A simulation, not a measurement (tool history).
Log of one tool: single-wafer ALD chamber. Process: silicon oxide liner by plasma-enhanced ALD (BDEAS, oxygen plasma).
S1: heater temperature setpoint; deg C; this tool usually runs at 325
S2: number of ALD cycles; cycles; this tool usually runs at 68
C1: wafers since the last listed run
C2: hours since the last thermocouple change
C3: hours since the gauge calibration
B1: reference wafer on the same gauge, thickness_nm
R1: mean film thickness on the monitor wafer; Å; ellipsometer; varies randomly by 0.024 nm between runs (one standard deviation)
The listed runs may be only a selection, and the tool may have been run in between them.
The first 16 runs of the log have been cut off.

| run | day | S1 | S2 | C1 | C2 | C3 | B1 | R1 |
|---|---|---|---|---|---|---|---|---|
| 17 | 24.783 | 316 | 68 | 137 | 209.9 | 796.7 | 7.547 | 70.24 |
|  | 26.458 | gauge calibrated |
| 18 | 28.292 | 325 | 68 | 482 | 294.1 | 44.0 | 7.731 | 70.85 |
| 19 | 28.992 | 338 | 60 | 96 | 310.9 | 60.8 | 7.731 | 61.51 |
| 20 | 29.696 | 315 | 59 | 96 | 327.8 | 77.7 | 7.729 | 62.51 |
| 21 | 30.975 | 331 | 63 | 175 | 358.5 | 108.4 | 7.732 | 65.10 |
| 22 | 31.562 | 325 | 68 | 80 | 372.6 | 122.5 | 7.720 | 70.92 |
| 23 | 32.708 | 325 | 63 | 157 | 400.1 | 150.0 | 7.726 | 65.67 |
| 24 | 33.667 | 325 | 81 | 131 | 423.1 | 173.0 | 7.718 | 84.68 |
| 25 | 34.650 | 325 | 68 | 135 | 446.7 | 196.6 | 7.725 | 70.86 |
| 26 | 35.371 | 340 | 60 | 99 | 464.0 | 213.9 | 7.726 | 61.31 |
| 27 | 36.404 | 331 | 74 | 141 | 488.8 | 238.7 | 7.731 | 76.84 |
| 28 | 37.567 | 314 | 79 | 159 | 516.7 | 266.6 | 7.702 | 83.83 |
| 29 | 39.017 | 310 | 80 | 199 | 551.5 | 301.4 | 7.712 | 84.81 |

What does the tool deliver on the next run?
| 30 | 39.567 | 310 | 77 | 75 | 564.7 | 314.6 | ? | ? |

For run 30 the tool returned B1 7.703, R1 81.49 Å.
Were there no unlogged condition in the tool, this run, its random variation unchanged, would have produced R1 81.68 Å.
